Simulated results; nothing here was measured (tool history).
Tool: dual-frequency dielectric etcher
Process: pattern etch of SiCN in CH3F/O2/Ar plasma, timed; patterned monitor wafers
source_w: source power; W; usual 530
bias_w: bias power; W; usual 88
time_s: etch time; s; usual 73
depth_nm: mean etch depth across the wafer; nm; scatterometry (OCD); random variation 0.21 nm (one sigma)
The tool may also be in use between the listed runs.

run	day	source_w	bias_w	time_s	wafers since the last listed run	hours since the last wet clean	hours since the last source power generator calibration	hours since the last bias power generator calibration	hours since the last upper electrode change	hours since the gauge calibration	read-back reference wafer on the same gauge, depth_nm	depth_nm
1	0	530	88	64	0	229	1708.4	3498.7	4581.7	199.1	27.96	30.12
2	0.746	530	88	64	227	246.9	1726.3	3516.6	4599.6	217	27.96	30.42
3	1.133	530	88	64	118	256.2	1735.6	3525.9	4608.9	226.3	27.95	30.42
4	1.821	530	88	73	209	272.7	1752.1	3542.4	4625.4	242.8	28.02	34.39
# day 3.312: upper electrode replaced
5	3.612	530	70	73	241	315.7	1795.1	3585.4	7.2	285.8	27.99	32.38
# day 4.183: bias power generator calibrated
6	4.204	590	98	52	129	329.9	1809.3	0.5	21.4	300	27.98	26.1
7	4.562	430	107	88	109	338.5	1817.9	9.1	30	308.6	28	41.32
8	5.054	580	88	57.5	150	350.3	1829.7	20.9	41.8	320.4	28.02	27.81
# day 6.408: wet clean of the chamber
9	6.429	530	88	73	114	0.5	1862.7	53.9	74.8	353.4	27.98	34.53
10	6.442	440	107	78.5	3	0.8	1863	54.2	75.1	353.7	28	37.31
11	6.454	530	88	73	3	1.1	1863.3	54.5	75.4	354	28.04	34.7
# day 7.071: source power generator calibrated
12	7.092	640	67	86	143	16.4	0.5	69.8	90.7	369.3	27.97	40.17
13	7.329	490	110	52	72	22.1	6.2	75.5	96.4	375	28.03	25.78
14	7.975	500	74	91.5	197	37.6	21.7	91	111.9	390.5	28.06	39.93
15	8.508	580	88	89.5	162	50.4	34.5	103.8	124.7	403.3	27.96	43.76
16	9.158	490	81	86.5	198	66	50.1	119.4	140.3	418.9	27.96	38.57
# day 9.625: gauge calibrated
17	9.7	620	88	73	165	79	63.1	132.4	153.3	1.8	28.02	36.38
18	10.288	530	68	73	179	93.1	77.2	146.5	167.4	15.9	28	32.39
19	10.754	440	68	84.5	142	104.3	88.4	157.7	178.6	27.1	28.02	34.87
20	11.154	410	88	82	122	113.9	98	167.3	188.2	36.7	27.98	35.83
21	11.45	580	108	73	90	121	105.1	174.4	195.3	43.8	27.99	37.88
22	12.121	530	88	73	204	137.1	121.2	190.5	211.4	59.9	28.01	34.82
23	12.717	530	88	73	181	151.4	135.5	204.8	225.7	74.2	27.99	34.47
24	13.05	530	88	64	101	159.4	143.5	212.8	233.7	82.2	27.98	30.53
25	13.525	530	88	73	145	170.8	154.9	224.2	245.1	93.6	28	34.08
26	13.858	440	80	57	101	178.8	162.9	232.2	253.1	101.6	28.02	24.69
27	14.362	530	88	62.5	153	190.9	175	244.3	265.2	113.7	28.02	29.3
28	15.054	530	88	73	211	207.5	191.6	260.9	281.8	130.3	27.99	34.62
29	15.579	460	88	73	160	220.1	204.2	273.5	294.4	142.9	28.02	33.13

Branching from run 29: 5 alternative next runs. What would each branch give?
A	15.596	530	88	73	5	220.5	204.6	273.9	294.8	143.3	?	?
B	15.596	460	76	79.5	5	220.5	204.6	273.9	294.8	143.3	?	?
C	15.596	610	99	83.5	5	220.5	204.6	273.9	294.8	143.3	?	?
D	15.596	440	109	52	5	220.5	204.6	273.9	294.8	143.3	?	?
E	15.596	580	77	80	5	220.5	204.6	273.9	294.8	143.3	?	?

run	read-back reference wafer on the same gauge, depth_nm	depth_nm
A	27.99	34.57
B	27.99	34.53
C	27.99	42.82
D	27.99	24.88
E	27.99	37.49
With the hidden condition removed and each run's random variation left untouched, the same runs would have given:
run	depth_nm
A	34.57
B	34.53
C	42.82
D	24.88
E	37.49
